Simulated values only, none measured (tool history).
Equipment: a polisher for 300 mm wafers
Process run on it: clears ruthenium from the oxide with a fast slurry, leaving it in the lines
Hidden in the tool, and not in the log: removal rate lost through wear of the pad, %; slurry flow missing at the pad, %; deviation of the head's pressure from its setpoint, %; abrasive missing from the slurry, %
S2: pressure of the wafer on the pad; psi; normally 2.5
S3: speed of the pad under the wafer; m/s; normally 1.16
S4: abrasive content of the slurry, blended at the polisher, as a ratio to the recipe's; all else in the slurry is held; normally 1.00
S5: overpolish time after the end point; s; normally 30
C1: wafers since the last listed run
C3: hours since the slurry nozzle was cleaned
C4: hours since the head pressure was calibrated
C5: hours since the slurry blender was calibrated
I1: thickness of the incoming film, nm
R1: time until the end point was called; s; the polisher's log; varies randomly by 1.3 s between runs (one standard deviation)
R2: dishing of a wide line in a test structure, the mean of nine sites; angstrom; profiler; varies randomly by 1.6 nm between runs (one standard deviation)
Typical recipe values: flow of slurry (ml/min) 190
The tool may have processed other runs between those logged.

run 1 day=0.000 | flow_of_slurry_(ml/min)=190 S2=2.5 S3=1.16 S4=1.00 S5=30 | C1=0 wafers_polished_on_this_pad=1786 C3=8.8 C4=86.1 C5=57.0 | I1=278.4 | R1=68.4 R2=817
run 2 day=0.908 | flow_of_slurry_(ml/min)=190 S2=2.5 S3=1.16 S4=1.00 S5=30 | C1=229 wafers_polished_on_this_pad=2015 C3=30.6 C4=107.9 C5=78.8 | I1=277.0 | R1=69.0 R2=801
run 3 day=2.025 | flow_of_slurry_(ml/min)=190 S2=2.5 S3=1.16 S4=1.00 S5=30 | C1=281 wafers_polished_on_this_pad=2297 C3=57.4 C4=134.7 C5=105.6 | I1=286.1 | R1=69.5 R2=793
-- day=2.833 worn pad replaced by a new one
run 4 day=5.288 | flow_of_slurry_(ml/min)=190 S2=2.5 S3=1.16 S4=1.00 S5=30 | C1=781 wafers_polished_on_this_pad=619 C3=135.7 C4=213.0 C5=183.9 | I1=282.7 | R1=70.6 R2=802
run 5 day=6.633 | flow_of_slurry_(ml/min)=190 S2=2.5 S3=1.16 S4=1.00 S5=30 | C1=339 wafers_polished_on_this_pad=958 C3=168.0 C4=245.3 C5=216.2 | I1=284.1 | R1=73.5 R2=804
run 6 day=7.450 | flow_of_slurry_(ml/min)=190 S2=2.5 S3=1.16 S4=1.00 S5=30 | C1=206 wafers_polished_on_this_pad=1165 C3=187.6 C4=264.9 C5=235.8 | I1=281.3 | R1=71.6 R2=791
run 7 day=10.096 | flow_of_slurry_(ml/min)=190 S2=3.2 S3=1.16 S4=0.90 S5=36 | C1=667 wafers_polished_on_this_pad=1832 C3=251.1 C4=328.4 C5=299.3 | I1=281.3 | R1=60.8 R2=1024
run 8 day=10.729 | flow_of_slurry_(ml/min)=160 S2=1.7 S3=1.16 S4=1.00 S5=12 | C1=159 wafers_polished_on_this_pad=1992 C3=266.3 C4=343.6 C5=314.5 | I1=280.8 | R1=111.6 R2=238
run 9 day=12.021 | flow_of_slurry_(ml/min)=210 S2=2.5 S3=1.16 S4=0.90 S5=19 | C1=326 wafers_polished_on_this_pad=2318 C3=297.3 C4=374.6 C5=345.5 | I1=281.6 | R1=77.1 R2=488
-- day=13.483 worn pad replaced by a new one
run 10 day=13.504 | flow_of_slurry_(ml/min)=190 S2=2.5 S3=1.16 S4=1.00 S5=30 | C1=332 wafers_polished_on_this_pad=5 C3=332.9 C4=410.2 C5=381.1 | I1=284.1 | R1=76.6 R2=757
run 11 day=14.667 | flow_of_slurry_(ml/min)=190 S2=2.5 S3=1.16 S4=1.00 S5=30 | C1=293 wafers_polished_on_this_pad=298 C3=360.8 C4=438.1 C5=409.0 | I1=284.1 | R1=79.9 R2=723
run 12 day=15.433 | flow_of_slurry_(ml/min)=190 S2=2.5 S3=1.16 S4=1.00 S5=30 | C1=193 wafers_polished_on_this_pad=492 C3=379.2 C4=456.5 C5=427.4 | I1=280.6 | R1=78.6 R2=732
-- day=15.704 slurry blender recalibrated
run 13 day=16.267 | flow_of_slurry_(ml/min)=190 S2=1.9 S3=1.16 S4=1.00 S5=35 | C1=189 wafers_polished_on_this_pad=681 C3=399.2 C4=476.5 C5=13.5 | I1=284.2 | R1=94.1 R2=748
run 14 day=16.833 | flow_of_slurry_(ml/min)=190 S2=3.3 S3=1.16 S4=1.00 S5=30 | C1=143 wafers_polished_on_this_pad=824 C3=412.8 C4=490.1 C5=27.1 | I1=279.7 | R1=51.9 R2=961
run 15 day=17.871 | flow_of_slurry_(ml/min)=190 S2=2.1 S3=0.92 S4=1.00 S5=30 | C1=261 wafers_polished_on_this_pad=1086 C3=437.7 C4=515.0 C5=52.0 | I1=276.3 | R1=105.3 R2=554
run 16 day=18.958 | flow_of_slurry_(ml/min)=190 S2=2.5 S3=0.88 S4=0.75 S5=41 | C1=274 wafers_polished_on_this_pad=1360 C3=463.8 C4=541.1 C5=78.1 | I1=280.0 | R1=107.0 R2=730
run 17 day=20.192 | flow_of_slurry_(ml/min)=190 S2=2.5 S3=1.16 S4=1.00 S5=30 | C1=311 wafers_polished_on_this_pad=1672 C3=493.4 C4=570.7 C5=107.7 | I1=282.4 | R1=68.7 R2=796
run 18 day=21.004 | flow_of_slurry_(ml/min)=190 S2=1.9 S3=1.16 S4=1.00 S5=35 | C1=205 wafers_polished_on_this_pad=1877 C3=512.9 C4=590.2 C5=127.2 | I1=281.3 | R1=90.9 R2=730
run 19 day=21.508 | flow_of_slurry_(ml/min)=190 S2=2.5 S3=1.16 S4=1.00 S5=30 | C1=127 wafers_polished_on_this_pad=2004 C3=525.0 C4=602.3 C5=139.3 | I1=280.4 | R1=71.9 R2=807
run 20 day=22.688 | flow_of_slurry_(ml/min)=230 S2=2.5 S3=1.16 S4=0.75 S5=30 | C1=297 wafers_polished_on_this_pad=2302 C3=553.3 C4=630.6 C5=167.6 | I1=276.4 | R1=81.8 R2=701
run 21 day=23.217 | flow_of_slurry_(ml/min)=190 S2=2.5 S3=1.16 S4=0.70 S5=30 | C1=133 wafers_polished_on_this_pad=2435 C3=566.0 C4=643.3 C5=180.3 | I1=279.7 | R1=92.4 R2=656
run 22 day=23.758 | flow_of_slurry_(ml/min)=230 S2=2.5 S3=1.16 S4=1.15 S5=30 | C1=136 wafers_polished_on_this_pad=2572 C3=579.0 C4=656.3 C5=193.3 | I1=276.8 | R1=63.3 R2=864
-- day=24.133 worn pad replaced by a new one
run 23 day=24.383 | flow_of_slurry_(ml/min)=230 S2=2.9 S3=1.16 S4=0.90 S5=12 | C1=115 wafers_polished_on_this_pad=63 C3=594.0 C4=671.3 C5=208.3 | I1=274.6 | R1=63.3 R2=386
-- day=24.604 slurry nozzle cleaned
run 24 day=25.225 | flow_of_slurry_(ml/min)=225 S2=2.8 S3=1.46 S4=1.10 S5=30 | C1=201 wafers_polished_on_this_pad=264 C3=14.9 C4=691.5 C5=228.5 | I1=279.5 | R1=46.6 R2=1056
run 25 day=26.221 | flow_of_slurry_(ml/min)=170 S2=2.5 S3=1.16 S4=1.00 S5=30 | C1=251 wafers_polished_on_this_pad=516 C3=38.8 C4=715.4 C5=252.4 | I1=282.4 | R1=74.9 R2=789
run 26 day=27.383 | flow_of_slurry_(ml/min)=235 S2=2.5 S3=0.92 S4=1.20 S5=30 | C1=293 wafers_polished_on_this_pad=809 C3=66.7 C4=743.3 C5=280.3 | I1=279.0 | R1=80.2 R2=724
run 27 day=28.667 | flow_of_slurry_(ml/min)=130 S2=2.5 S3=1.16 S4=1.00 S5=30 | C1=323 wafers_polished_on_this_pad=1133 C3=97.5 C4=774.1 C5=311.1 | I1=279.3 | R1=74.1 R2=726
run 28 day=32.758 | flow_of_slurry_(ml/min)=190 S2=2.1 S3=0.92 S4=1.00 S5=30 | C1=1032 wafers_polished_on_this_pad=2166 C3=195.7 C4=872.3 C5=409.3 | I1=281.1 | R1=116.8 R2=538

Here are 5 independent what-if runs from the current tool condition. What would each one return?
run A day=32.775 | flow_of_slurry_(ml/min)=190 S2=2.5 S3=1.50 S4=1.00 S5=30 | C1=4 wafers_polished_on_this_pad=2170 C3=196.1 C4=872.7 C5=409.7 | I1=280.5 | R1=? R2=?
run B day=32.775 | flow_of_slurry_(ml/min)=235 S2=3.1 S3=1.16 S4=1.00 S5=21 | C1=4 wafers_polished_on_this_pad=2170 C3=196.1 C4=872.7 C5=409.7 | I1=280.5 | R1=? R2=?
run C day=32.775 | flow_of_slurry_(ml/min)=190 S2=3.0 S3=1.16 S4=1.25 S5=30 | C1=4 wafers_polished_on_this_pad=2170 C3=196.1 C4=872.7 C5=409.7 | I1=280.5 | R1=? R2=?
run D day=32.775 | flow_of_slurry_(ml/min)=255 S2=3.2 S3=1.30 S4=1.00 S5=30 | C1=4 wafers_polished_on_this_pad=2170 C3=196.1 C4=872.7 C5=409.7 | I1=280.5 | R1=? R2=?
run E day=32.775 | flow_of_slurry_(ml/min)=190 S2=2.5 S3=1.16 S4=1.00 S5=16 | C1=4 wafers_polished_on_this_pad=2170 C3=196.1 C4=872.7 C5=409.7 | I1=280.5 | R1=? R2=?

run=A R1=58.7 R2=934
run=B R1=59.4 R2=696
run=C R1=55.3 R2=976
run=D R1=51.0 R2=1037
run=E R1=75.6 R2=446
The same runs, with their run-to-run variation unchanged, on a tool lacking any hidden condition would have given:
run=A R1=52.4 R2=1017
run=B R1=53.0 R2=765
run=C R1=50.1 R2=1050
run=D R1=45.5 R2=1126
run=E R1=67.4 R2=494
